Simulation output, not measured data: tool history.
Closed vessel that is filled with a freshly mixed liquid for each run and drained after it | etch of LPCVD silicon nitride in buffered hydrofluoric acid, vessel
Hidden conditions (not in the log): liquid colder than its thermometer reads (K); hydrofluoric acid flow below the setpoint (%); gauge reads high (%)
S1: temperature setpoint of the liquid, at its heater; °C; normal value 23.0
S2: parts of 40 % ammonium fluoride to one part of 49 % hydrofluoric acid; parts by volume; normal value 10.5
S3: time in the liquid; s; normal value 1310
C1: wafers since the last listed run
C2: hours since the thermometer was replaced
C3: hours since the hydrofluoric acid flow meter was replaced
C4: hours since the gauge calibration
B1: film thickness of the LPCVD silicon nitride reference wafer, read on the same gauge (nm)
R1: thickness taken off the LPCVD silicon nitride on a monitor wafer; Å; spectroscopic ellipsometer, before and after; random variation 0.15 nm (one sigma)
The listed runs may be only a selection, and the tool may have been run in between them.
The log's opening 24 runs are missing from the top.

Run 25, hour 318.1: usual settings but S1 27.0 °C, S2 8.0 parts by volume, S3 905 s; C1 356; C2 283.7; C3 208.4; C4 226.4; B1 119.98. Result: R1 200.3 Å.
Run 26, hour 333.3: usual settings but S1 19.5 °C, S3 755 s; C1 752; C2 298.9; C3 223.6; C4 241.6; B1 120.01. Result: R1 88.1 Å.
Run 27, hour 344.7: usual settings but S1 26.5 °C; C1 564; C2 310.3; C3 235.0; C4 253.0; B1 119.96. Result: R1 225.8 Å.
Run 28, hour 362.1: usual settings but S1 25.5 °C, S3 1750 s; C1 861; C2 327.7; C3 252.4; C4 270.4; B1 120.01. Result: R1 284.5 Å.
Run 29, hour 378.3: usual settings but S1 21.0 °C; C1 802; C2 343.9; C3 268.6; C4 286.6; B1 119.99. Result: R1 164.3 Å.
Run 30, hour 392.9: usual settings but S1 18.5 °C; C1 723; C2 358.5; C3 283.2; C4 301.2; B1 120.01. Result: R1 142.1 Å.
Run 31, hour 405.5: usual settings; C1 624; C2 371.1; C3 295.8; C4 313.8; B1 120.03. Result: R1 181.7 Å.
Run 32, hour 417.3: usual settings but S3 2090 s; C1 584; C2 382.9; C3 307.6; C4 325.6; B1 120.01. Result: R1 294.6 Å.

Alternative continuations, all from the tool just after run 32; predict every row:
Run A, hour 418.3: usual settings; C1 49; C2 383.9; C3 308.6; C4 326.6; B1 ?. Result: R1 ?.
Run B, hour 418.3: usual settings but S3 1525 s; C1 49; C2 383.9; C3 308.6; C4 326.6; B1 ?. Result: R1 ?.
Run C, hour 418.3: usual settings but S2 8.5 parts by volume, S3 1080 s; C1 49; C2 383.9; C3 308.6; C4 326.6; B1 ?. Result: R1 ?.
Run D, hour 418.3: usual settings but S3 1600 s; C1 49; C2 383.9; C3 308.6; C4 326.6; B1 ?. Result: R1 ?.

run      B1     R1
  A  120.01  181.5
  B  120.01  211.3
  C  120.01  178.0
  D  120.01  221.7
Stripped of hidden state, with their random variation kept, the same runs would have yielded:
run     R1
  A  197.9
  B  230.4
  C  194.5
  D  241.7
